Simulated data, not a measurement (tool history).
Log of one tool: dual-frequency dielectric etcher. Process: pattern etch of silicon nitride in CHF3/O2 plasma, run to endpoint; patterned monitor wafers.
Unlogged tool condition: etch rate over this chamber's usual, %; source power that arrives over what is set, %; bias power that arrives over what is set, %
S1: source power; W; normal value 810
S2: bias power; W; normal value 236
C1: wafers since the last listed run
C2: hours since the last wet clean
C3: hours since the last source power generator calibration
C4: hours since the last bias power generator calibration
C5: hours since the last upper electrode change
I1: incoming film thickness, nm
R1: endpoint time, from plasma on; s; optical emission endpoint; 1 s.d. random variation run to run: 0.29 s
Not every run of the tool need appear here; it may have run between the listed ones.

run     day   S1   S2   C1     C2      C3      C4      C5    I1    R1
  1   0.000  810  236    0  282.5  1949.3  2067.5  5829.1  83.3  49.0
  2   0.254  810  236   41  288.6  1955.4  2073.6  5835.2  82.3  48.4
  3   0.804  810  236   88  301.8  1968.6  2086.8  5848.4  83.1  48.9
  4   1.212  810  273   66  311.6  1978.4  2096.6  5858.2  82.1  46.0
  5   1.883  810  273  108  327.7  1994.5  2112.7  5874.3  81.6  45.6
  6   2.350  810  273   75  338.9  2005.7  2123.9  5885.5  82.3  46.2
      3.692  -- wet clean of the chamber
  7   3.712  810  236   58    0.5  2038.4  2156.6  5918.2  81.9  49.9
  8   3.729  810  236    2    0.9  2038.8  2157.0  5918.6  81.6  49.2
  9   3.842  810  236   18    3.6  2041.5  2159.7  5921.3  81.7  50.0
      4.008  -- source power generator calibrated
      5.350  -- wet clean of the chamber, repeated, since the last time left the tool worse
 10   5.371  810  236   58    0.5    32.7  2196.4  5958.0  81.9  47.3
 11   5.388  810  236    2    0.9    33.1  2196.8  5958.4  82.8  47.8
 12   5.400  890  236    2    1.2    33.4  2197.1  5958.7  82.3  45.7
      6.733  -- upper electrode replaced
 13   6.754  960  190   57   33.7    65.9  2229.6     0.5  82.1  47.2
 14   6.767  620  291    2   34.0    66.2  2229.9     0.8  81.5  48.3
 15   6.846  810  236   12   35.9    68.1  2231.8     2.7  81.9  47.9
 16   7.392  640  217   88   49.0    81.2  2244.9    15.8  81.5  53.3
      7.921  -- bias power generator calibrated
 17   7.942  810  236   62   62.2    94.4     0.5    29.0  81.7  47.4
 18   8.358  760  188   67   72.2   104.4    10.5    39.0  81.7  52.8
 19   8.821  940  252   74   83.3   115.5    21.6    50.1  82.1  43.6
 20   9.179  900  256   57   91.9   124.1    30.2    58.7  82.0  44.4
 21   9.517  810  266   54  100.0   132.2    38.3    66.8  82.6  46.3
 22   9.988  750  197   76  111.3   143.5    49.6    78.1  82.3  52.5
 23  10.292  810  204   49  118.6   150.8    56.9    85.4  82.1  50.6
 24  11.000  890  236  114  135.6   167.8    73.9   102.4  81.8  45.5

3 ways to go on from here, each from the tool as it stands after run 24. What would each give?
  A  11.017  810  271   2  136.0  168.2  74.3  102.8  82.2   ?
  B  11.017  870  193   2  136.0  168.2  74.3  102.8  82.2   ?
  C  11.017  620  236   2  136.0  168.2  74.3  102.8  82.2   ?

run    R1
  A  45.5
  B  50.1
  C  53.5
With the hidden condition removed and each run's random variation left untouched, the same runs would have given:
run    R1
  A  44.8
  B  49.3
  C  52.6
